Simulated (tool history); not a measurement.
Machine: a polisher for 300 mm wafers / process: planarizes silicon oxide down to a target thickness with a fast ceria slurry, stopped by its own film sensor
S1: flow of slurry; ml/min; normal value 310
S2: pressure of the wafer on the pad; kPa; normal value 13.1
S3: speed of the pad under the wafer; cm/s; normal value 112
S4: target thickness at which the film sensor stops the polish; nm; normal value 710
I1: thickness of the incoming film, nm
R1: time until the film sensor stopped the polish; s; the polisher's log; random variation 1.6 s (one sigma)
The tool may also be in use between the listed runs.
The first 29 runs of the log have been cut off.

| run | hour | S1 | S2 | S3 | S4 | I1 | R1 |
|---|---|---|---|---|---|---|---|
| 30 | 774.1 | 310 | 10.3 | 134 | 498 | 1429.4 | 102.4 |
| 31 | 799.6 | 310 | 13.1 | 112 | 710 | 1440.6 | 77.8 |
| 32 | 827.8 | 310 | 13.1 | 112 | 710 | 1441.5 | 82.0 |
| 33 | 845.8 | 310 | 13.1 | 112 | 710 | 1432.8 | 77.9 |
| 34 | 869.9 | 310 | 13.1 | 112 | 579 | 1458.3 | 97.1 |
| 35 | 905.1 | 410 | 13.1 | 150 | 829 | 1444.8 | 49.4 |
| 36 | 933.0 | 310 | 14.5 | 112 | 473 | 1450.7 | 102.6 |
|  | 957.1 | worn pad replaced by a new one |
| 37 | 957.6 | 375 | 13.1 | 112 | 546 | 1429.4 | 96.2 |
| 38 | 979.7 | 310 | 13.1 | 112 | 710 | 1453.8 | 83.8 |

Predict each of these 3 candidate next runs independently; none follows another, all start after run 38:
| A | 980.1 | 310 | 16.5 | 112 | 710 | 1406.7 | ? |
| B | 980.1 | 280 | 13.1 | 136 | 710 | 1406.7 | ? |
| C | 980.1 | 310 | 13.1 | 82 | 710 | 1406.7 | ? |

| run | R1 |
|---|---|
| A | 63.9 |
| B | 64.7 |
| C | 100.3 |
Had the tool no hidden state, the same runs would have come out as:
| run | R1 |
|---|---|
| A | 62.7 |
| B | 63.2 |
| C | 98.3 |

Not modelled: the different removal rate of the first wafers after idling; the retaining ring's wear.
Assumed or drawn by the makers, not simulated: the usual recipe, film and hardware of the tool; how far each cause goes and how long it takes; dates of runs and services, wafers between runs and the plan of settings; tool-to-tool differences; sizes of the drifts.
